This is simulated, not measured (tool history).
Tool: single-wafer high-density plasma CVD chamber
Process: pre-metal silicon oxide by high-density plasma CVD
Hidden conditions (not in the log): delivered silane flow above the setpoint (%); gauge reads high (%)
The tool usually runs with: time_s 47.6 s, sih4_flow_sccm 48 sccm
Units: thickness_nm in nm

run   hour  time_s  sih4_flow_sccm  wafers since the last listed run  hours since the silane flow controller was replaced  hours since the gauge calibration  read-back reference wafer on the same gauge, thickness_nm  thickness_nm
  1    0.0    49.8              48                                 0                                                931.0                              534.5                                                    217.133       244.560
  2   18.0    49.8              48                               434                                                949.0                              552.5                                                    217.204       243.772
  3   45.6    47.6              48                               666                                                976.6                              580.1                                                    216.693       233.024
  4   66.2    47.6              48                               497                                                997.2                              600.7                                                    216.844       232.539
  5   97.0    47.6              48                               744                                               1028.0                              631.5                                                    216.996       232.798
  6  125.3    47.6              48                               683                                               1056.3                              659.8                                                    217.319       233.231
  7  157.8    47.6              48                               785                                               1088.8                              692.3                                                    217.238       232.399
  8  187.8    47.6              48                               724                                               1118.8                              722.3                                                    216.956       232.559
  9  220.1    47.6              51                               780                                               1151.1                              754.6                                                    217.040       246.459
 10  235.8    47.6              51                               379                                               1166.8                              770.3                                                    216.951       244.730
 11  261.8    47.6              51                               628                                               1192.8                              796.3                                                    217.185       246.060
 12  290.7    54.6              48                               698                                               1221.7                              825.2                                                    217.303       266.367
 13  315.1    47.6              48                               589                                               1246.1                              849.6                                                    217.049       232.257
 14  341.7    47.6              48                               642                                               1272.7                              876.2                                                    217.090       232.303
 15  375.0    47.6              48                               804                                               1306.0                              909.5                                                    217.086       232.910
 16  396.6    47.6              48                               521                                               1327.6                              931.1                                                    217.190       231.233
 17  425.9    47.6              48                               707                                               1356.9                              960.4                                                    216.932       231.143
 18  441.6    47.6              48                               379                                               1372.6                              976.1                                                    217.041       231.802

Predict the results of run 19:
 19  474.9    41.1              44                               804                                               1405.9                             1009.4                                                          ?             ?

read-back reference wafer on the same gauge, thickness_nm: 216.820
thickness_nm: 185.622 nm
Without the tool's hidden state the same run would have given thickness_nm 195.248 nm.
